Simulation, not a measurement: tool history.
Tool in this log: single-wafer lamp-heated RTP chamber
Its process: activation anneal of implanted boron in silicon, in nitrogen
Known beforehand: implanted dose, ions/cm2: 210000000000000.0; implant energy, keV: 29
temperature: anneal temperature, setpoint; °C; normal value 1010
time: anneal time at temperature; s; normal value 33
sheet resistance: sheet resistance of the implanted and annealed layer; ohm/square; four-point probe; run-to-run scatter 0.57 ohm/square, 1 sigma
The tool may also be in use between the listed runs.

| run | day | temperature | time | read-back reference wafer on the same gauge, sheet resistance | sheet resistance |
|---|---|---|---|---|---|
| 1 | 0.000 | 1010 | 28 | 402.98 | 380.97 |
| 2 | 1.104 | 1010 | 28 | 403.06 | 381.65 |
| 3 | 2.404 | 991 | 33 | 403.13 | 385.14 |
| 4 | 3.083 | 991 | 33 | 403.10 | 386.12 |
| 5 | 4.512 | 991 | 33 | 402.93 | 385.75 |
| 6 | 5.700 | 988 | 33 | 402.87 | 387.02 |
| 7 | 6.746 | 988 | 33 | 403.08 | 387.81 |
| 8 | 7.725 | 1010 | 33 | 402.99 | 382.11 |
|  | 10.912 | pyrometer window cleaned and pyrometer calibrated |
| 9 | 11.392 | 1010 | 33 | 402.95 | 381.33 |
| 10 | 11.942 | 1028 | 39 | 403.06 | 379.13 |
|  | 14.567 | reflector plate cleaned |
| 11 | 14.971 | 1022 | 33 | 403.03 | 380.94 |
| 12 | 16.404 | 1022 | 33 | 403.02 | 380.53 |
| 13 | 17.021 | 1022 | 33 | 403.03 | 381.97 |
| 14 | 18.392 | 1010 | 33 | 402.99 | 381.47 |
| 15 | 19.342 | 1010 | 33 | 403.04 | 381.55 |
|  | 20.029 | pyrometer window cleaned and pyrometer calibrated |
| 16 | 20.804 | 1010 | 21 | 403.05 | 382.05 |
| 17 | 22.196 | 995 | 44 | 402.99 | 383.21 |
| 18 | 23.192 | 1010 | 33 | 402.98 | 381.52 |
| 19 | 24.158 | 1038 | 19 | 402.91 | 380.93 |
| 20 | 24.667 | 998 | 42 | 402.96 | 382.89 |
| 21 | 25.458 | 1038 | 48 | 403.04 | 379.12 |
| 22 | 26.117 | 1027 | 33 | 402.95 | 380.36 |
| 23 | 27.533 | 1031 | 21 | 402.93 | 381.08 |
|  | 28.108 | gauge calibrated |
| 24 | 28.658 | 1010 | 33 | 403.15 | 381.71 |
|  | 29.833 | pyrometer window cleaned and pyrometer calibrated |
| 25 | 29.854 | 1023 | 17 | 402.87 | 382.19 |
| 26 | 31.212 | 1035 | 42 | 402.97 | 380.37 |
| 27 | 31.742 | 1040 | 25 | 403.10 | 381.01 |
| 28 | 32.804 | 984 | 42 | 402.94 | 388.69 |
|  | 34.896 | reflector plate cleaned |
| 29 | 36.433 | 1010 | 33 | 403.10 | 380.83 |
| 30 | 37.592 | 985 | 26 | 403.08 | 389.95 |
| 31 | 39.088 | 1033 | 52 | 403.03 | 380.20 |
|  | 39.929 | pyrometer window cleaned and pyrometer calibrated |
| 32 | 39.950 | 1022 | 33 | 402.95 | 379.80 |
| 33 | 41.133 | 988 | 41 | 402.97 | 385.51 |
| 34 | 42.483 | 987 | 47 | 403.05 | 385.55 |
| 35 | 43.496 | 1038 | 52 | 402.85 | 379.94 |
| 36 | 44.758 | 1001 | 33 | 403.06 | 383.56 |

Give the tool's hidden conditions for every run:
true wafer temperature minus pyrometer reading, K: 0 in every run
wafer temperature error from the tarnished reflector plate, K: 0 in every run
gauge reads high (%): 0 in every run

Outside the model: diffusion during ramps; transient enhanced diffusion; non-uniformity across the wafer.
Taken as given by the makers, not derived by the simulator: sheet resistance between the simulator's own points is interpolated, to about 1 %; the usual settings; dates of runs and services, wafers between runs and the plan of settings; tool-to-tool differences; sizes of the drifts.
